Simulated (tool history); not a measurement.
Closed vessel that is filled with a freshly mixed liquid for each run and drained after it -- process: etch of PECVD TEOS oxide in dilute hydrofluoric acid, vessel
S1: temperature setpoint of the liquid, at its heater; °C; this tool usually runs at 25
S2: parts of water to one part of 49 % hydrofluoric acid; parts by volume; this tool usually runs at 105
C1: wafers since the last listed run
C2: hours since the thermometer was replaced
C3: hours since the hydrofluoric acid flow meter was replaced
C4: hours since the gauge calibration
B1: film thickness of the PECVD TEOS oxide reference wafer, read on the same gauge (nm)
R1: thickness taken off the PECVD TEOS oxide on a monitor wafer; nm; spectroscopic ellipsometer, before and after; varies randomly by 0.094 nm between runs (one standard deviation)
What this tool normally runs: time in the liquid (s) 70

run 1 hour=0 | S1=26.5 S2=80 time_in_the_liquid_(s)=70 | C1=0 C2=1532.6 C3=1327.5 C4=299.8 | B1=30.01 | R1=30.69
run 2 hour=29.7 | S1=29 S2=105 time_in_the_liquid_(s)=70 | C1=2236 C2=1562.3 C3=1357.2 C4=329.5 | B1=29.98 | R1=24.75
run 3 hour=98.2 | S1=27 S2=105 time_in_the_liquid_(s)=50 | C1=5157 C2=1630.8 C3=1425.7 C4=398 | B1=30.05 | R1=16.53
run 4 hour=158.4 | S1=27 S2=105 time_in_the_liquid_(s)=50 | C1=4532 C2=1691 C3=1485.9 C4=458.2 | B1=30.03 | R1=16.45
run 5 hour=212 | S1=26.5 S2=105 time_in_the_liquid_(s)=70 | C1=4035 C2=1744.6 C3=1539.5 C4=511.8 | B1=29.94 | R1=22.75
run 6 hour=258.6 | S1=25 S2=135 time_in_the_liquid_(s)=70 | C1=3508 C2=1791.2 C3=1586.1 C4=558.4 | B1=29.96 | R1=16.12
run 7 hour=305.6 | S1=25 S2=105 time_in_the_liquid_(s)=90 | C1=3538 C2=1838.2 C3=1633.1 C4=605.4 | B1=29.97 | R1=27.92
run 8 hour=363.1 | S1=25 S2=105 time_in_the_liquid_(s)=70 | C1=4329 C2=1895.7 C3=1690.6 C4=662.9 | B1=30.01 | R1=21.76
run 9 hour=391.5 | S1=25 S2=105 time_in_the_liquid_(s)=70 | C1=2138 C2=1924.1 C3=1719 C4=691.3 | B1=29.97 | R1=21.71
run 10 hour=462.8 | S1=25 S2=105 time_in_the_liquid_(s)=70 | C1=5368 C2=1995.4 C3=1790.3 C4=762.6 | B1=30.06 | R1=21.7
run 11 hour=585.7 | S1=25 S2=105 time_in_the_liquid_(s)=70 | C1=9253 C2=2118.3 C3=1913.2 C4=885.5 | B1=29.99 | R1=22.06
run 12 hour=630.2 | S1=25 S2=105 time_in_the_liquid_(s)=50 | C1=3350 C2=2162.8 C3=1957.7 C4=930 | B1=30 | R1=15.6
-- hour=650.6 thermometer replaced
run 13 hour=657.7 | S1=22.5 S2=75 time_in_the_liquid_(s)=40 | C1=1995 C2=7.1 C3=1985.2 C4=957.5 | B1=30.01 | R1=15.87
run 14 hour=727.7 | S1=23 S2=135 time_in_the_liquid_(s)=85 | C1=5270 C2=77.1 C3=2055.2 C4=1027.5 | B1=30.03 | R1=17.92
-- hour=759.4 hydrofluoric acid flow meter replaced
run 15 hour=780.3 | S1=25 S2=105 time_in_the_liquid_(s)=70 | C1=3885 C2=129.7 C3=20.9 C4=1080.1 | B1=29.99 | R1=19.87
run 16 hour=830.2 | S1=21 S2=80 time_in_the_liquid_(s)=30 | C1=3757 C2=179.6 C3=70.8 C4=1130 | B1=30 | R1=9.85
run 17 hour=880.5 | S1=25 S2=120 time_in_the_liquid_(s)=50 | C1=3787 C2=229.9 C3=121.1 C4=1180.3 | B1=30.05 | R1=12.3
-- hour=882.3 gauge calibrated
run 18 hour=908.8 | S1=25 S2=105 time_in_the_liquid_(s)=70 | C1=2130 C2=258.2 C3=149.4 C4=26.5 | B1=30 | R1=19.99
run 19 hour=978.9 | S1=25 S2=105 time_in_the_liquid_(s)=70 | C1=5278 C2=328.3 C3=219.5 C4=96.6 | B1=30.05 | R1=19.94
run 20 hour=1176.3 | S1=28 S2=80 time_in_the_liquid_(s)=70 | C1=14862 C2=525.7 C3=416.9 C4=294 | B1=30.03 | R1=30.98
run 21 hour=1238.2 | S1=21 S2=105 time_in_the_liquid_(s)=35 | C1=4660 C2=587.6 C3=478.8 C4=355.9 | B1=30.03 | R1=8.64
run 22 hour=1304.5 | S1=25 S2=105 time_in_the_liquid_(s)=70 | C1=4991 C2=653.9 C3=545.1 C4=422.2 | B1=30 | R1=20.36
run 23 hour=1355.7 | S1=25 S2=105 time_in_the_liquid_(s)=40 | C1=3855 C2=705.1 C3=596.3 C4=473.4 | B1=29.99 | R1=11.61

4 options for the next run, each taken on its own from the tool as it stands now. Forecast them:
run A hour=1356.4 | S1=25 S2=85 time_in_the_liquid_(s)=70 | C1=52 C2=705.8 C3=597 C4=474.1 | B1=? | R1=?
run B hour=1356.4 | S1=21 S2=65 time_in_the_liquid_(s)=85 | C1=52 C2=705.8 C3=597 C4=474.1 | B1=? | R1=?
run C hour=1356.4 | S1=25 S2=145 time_in_the_liquid_(s)=90 | C1=52 C2=705.8 C3=597 C4=474.1 | B1=? | R1=?
run D hour=1356.4 | S1=25 S2=145 time_in_the_liquid_(s)=70 | C1=52 C2=705.8 C3=597 C4=474.1 | B1=? | R1=?

run=A B1=29.97 R1=25.93
run=B B1=29.97 R1=35.89
run=C B1=29.97 R1=18.16
run=D B1=29.97 R1=14.12
The same runs, with their run-to-run variation unchanged, on a tool lacking any hidden condition would have given:
run=A R1=24.81
run=B R1=34.32
run=C R1=17.37
run=D R1=13.51

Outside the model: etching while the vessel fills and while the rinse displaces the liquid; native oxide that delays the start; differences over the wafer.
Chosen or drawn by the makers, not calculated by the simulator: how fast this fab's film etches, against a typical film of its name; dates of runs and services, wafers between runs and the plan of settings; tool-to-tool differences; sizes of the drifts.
